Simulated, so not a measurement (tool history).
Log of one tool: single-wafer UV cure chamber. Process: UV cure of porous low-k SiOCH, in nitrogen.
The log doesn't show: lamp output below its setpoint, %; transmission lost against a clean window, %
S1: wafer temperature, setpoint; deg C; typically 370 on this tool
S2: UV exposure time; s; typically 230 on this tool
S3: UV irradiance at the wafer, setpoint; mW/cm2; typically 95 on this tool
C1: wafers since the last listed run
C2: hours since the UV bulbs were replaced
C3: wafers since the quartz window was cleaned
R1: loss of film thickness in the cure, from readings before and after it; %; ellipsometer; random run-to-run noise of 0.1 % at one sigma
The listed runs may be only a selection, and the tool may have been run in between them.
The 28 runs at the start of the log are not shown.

run,hour,S1,S2,S3,C1,C2,C3,R1
# hour 390.0: UV bulbs replaced
29,391.0,370,230,59,35,1.0,675,8.695
# hour 403.5: quartz window cleaned
30,404.0,387,290,108,33,14.0,3,12.608
31,412.0,388,230,111,53,22.0,56,11.600
32,428.7,370,230,95,111,38.7,168,10.561
33,442.3,355,265,56,90,52.3,259,8.845
34,459.7,385,355,95,116,69.7,375,12.919
35,470.4,351,335,133,71,80.4,447,13.392
36,479.8,370,230,95,62,89.8,509,10.604
37,494.8,370,230,125,100,104.8,610,11.733
# hour 506.5: quartz window cleaned
38,507.7,387,145,134,32,117.7,8,10.387
39,519.0,387,270,95,75,129.0,83,11.227
40,530.8,370,230,95,78,140.8,162,10.362

Predict each of these 3 candidate next runs independently; none follows another, all start after run 40:
A,531.3,357,230,95,3,141.3,166,?
B,531.3,370,230,128,3,141.3,166,?
C,531.3,352,365,95,3,141.3,166,?

run,R1
A,10.169
B,11.718
C,12.102
What these runs would have given with no unlogged condition in the tool:
run,R1
A,10.527
B,12.091
C,12.479
